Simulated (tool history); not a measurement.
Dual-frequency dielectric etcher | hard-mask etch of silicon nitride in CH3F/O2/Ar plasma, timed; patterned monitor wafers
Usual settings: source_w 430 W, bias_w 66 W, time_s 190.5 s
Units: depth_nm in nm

run	hour	source_w	bias_w	time_s	read-back reference wafer on the same gauge, depth_nm	depth_nm
1	0	430	57	190.5	124.9	132.6
2	54.8	430	57	190.5	124.8	133.2
3	88.6	430	70	190.5	125.2	141.6
4	122.8	430	70	190.5	125	141.2
5	146	510	66	190.5	125.2	149.5
6	159.7	510	66	190.5	125.1	149.7
7	184.4	510	66	190.5	124.9	150.4
8	218.9	430	75	190.5	125.2	145.7
9	244.2	430	66	190.5	125	139.6
10	258.7	430	66	190.5	125.1	140.8
11	284.6	430	66	190.5	125	140.6
12	302.7	430	66	190.5	125.2	140.8
13	327.7	430	66	190.5	125.1	140.9
# hour 352.1: wet clean of the chamber
14	361.2	430	66	190.5	125.1	136.7
# hour 400: upper electrode replaced, of another model than before
15	400.5	430	70	190.5	125	140.6
16	407.5	400	59	163.5	125	106.8
# hour 446.4: gauge calibrated
17	491.9	430	60	138	125.1	96.3
18	524.6	430	55	190.5	125.1	127.8
19	543.3	430	66	235	125.2	170.7
# hour 554.7: source power generator calibrated
# hour 571.5: bias power generator calibrated
20	572	430	79	221.5	124.9	174.8
21	586.6	430	66	228	125.1	166.1
22	610.9	430	66	190.5	124.9	139.9
23	643.2	510	70	238.5	125	198.6
24	672.4	360	66	163	125	106.3
25	687.6	340	78	233.5	125	157.3
26	716.3	430	70	190.5	125.2	144.8

3 ways to go on from here, each from the tool as it stands after run 26. What would each give?
A	716.8	350	66	190.5	?	?
B	716.8	340	66	190.5	?	?
C	716.8	430	66	244.5	?	?

run	read-back reference wafer on the same gauge, depth_nm	depth_nm
A	124.8	123.6
B	124.8	120.9
C	124.8	182.4
Without the tool's hidden state the same runs would have given:
run	depth_nm
A	119.9
B	117.3
C	176.9
